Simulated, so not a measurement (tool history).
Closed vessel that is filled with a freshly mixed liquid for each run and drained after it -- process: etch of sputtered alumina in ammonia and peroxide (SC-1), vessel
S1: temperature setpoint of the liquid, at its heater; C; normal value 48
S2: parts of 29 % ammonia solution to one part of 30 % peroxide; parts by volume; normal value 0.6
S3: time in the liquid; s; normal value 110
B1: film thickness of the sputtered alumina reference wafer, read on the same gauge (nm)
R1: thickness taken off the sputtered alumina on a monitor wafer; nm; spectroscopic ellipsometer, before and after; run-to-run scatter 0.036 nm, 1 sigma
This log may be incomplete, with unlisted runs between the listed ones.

run	hour	S1	S2	S3	B1	R1
1	0	53.5	0.6	135	110.02	9.34
2	22.9	48	0.6	110	109.99	5.59
3	35.5	48	0.6	110	109.98	5.68
4	71.3	48	0.6	110	110.04	5.64
5	85.3	48	0.7	110	110	5.76
6	114.2	48	0.7	110	110.02	5.77
7	134.5	48	0.6	155	109.98	7.96
8	149	39.5	0.6	110	109.96	3.15
9	180.9	40	0.7	110	109.99	3.31
10	199.5	55	0.7	70	110.03	4.79
11	223.6	41	0.5	110	109.98	3.4
12	251	48	0.35	155	110.04	6.83
13	279.9	48	0.6	110	110.01	5.13
14	314.3	52.5	0.5	95	110.03	5.58
15	350.1	48	0.85	85	110.02	4.09
16	377.5	43	0.6	110	110.01	3.91
17	412.6	48	0.5	110	109.96	5.12
18	448.4	48	0.85	110	110.01	5.35
19	470.1	54	0.75	145	109.97	9.66
20	494.9	48	0.7	110	109.97	5.36
21	528.4	48	0.6	110	110.05	5.1
22	564.3	56.5	0.5	80	110.02	5.9
23	577	44	0.6	135	110.04	5.11
24	599.5	42.5	0.35	110	109.99	3.59
25	628	48	0.6	110	110.01	5.23
26	654.6	56	0.6	110	109.97	7.98
27	670.9	55	0.4	155	110.02	10.3

Taken out of this log: 5 entries between the listed runs. Where each belongs, and how the hidden state differs across it:
From run 6 to run 7: new drum of ammonia solution connected (hour 119.5)
  liquid hotter than its thermometer reads (K): 2.04 -> 2.06
  measured result minus the result with no hidden state, R1: +0.61 -> +0.86 nm
From run 7 to run 8: thermometer replaced (hour 140.1)
  liquid hotter than its thermometer reads (K): 2.06 -> 0.0709
  measured result minus the result with no hidden state, R1: +0.86 -> +0.01 nm
From run 12 to run 13: gauge calibrated (hour 255.2); ammonia flow meter replaced (hour 259.1)
  liquid hotter than its thermometer reads (K): 0.15 -> 0.172
  measured result minus the result with no hidden state, R1: +0.06 -> +0.05 nm
From run 25 to run 26: new drum of ammonia solution connected (hour 641.4)
  liquid hotter than its thermometer reads (K): 0.441 -> 0.462
  measured result minus the result with no hidden state, R1: +0.13 -> +0.19 nm
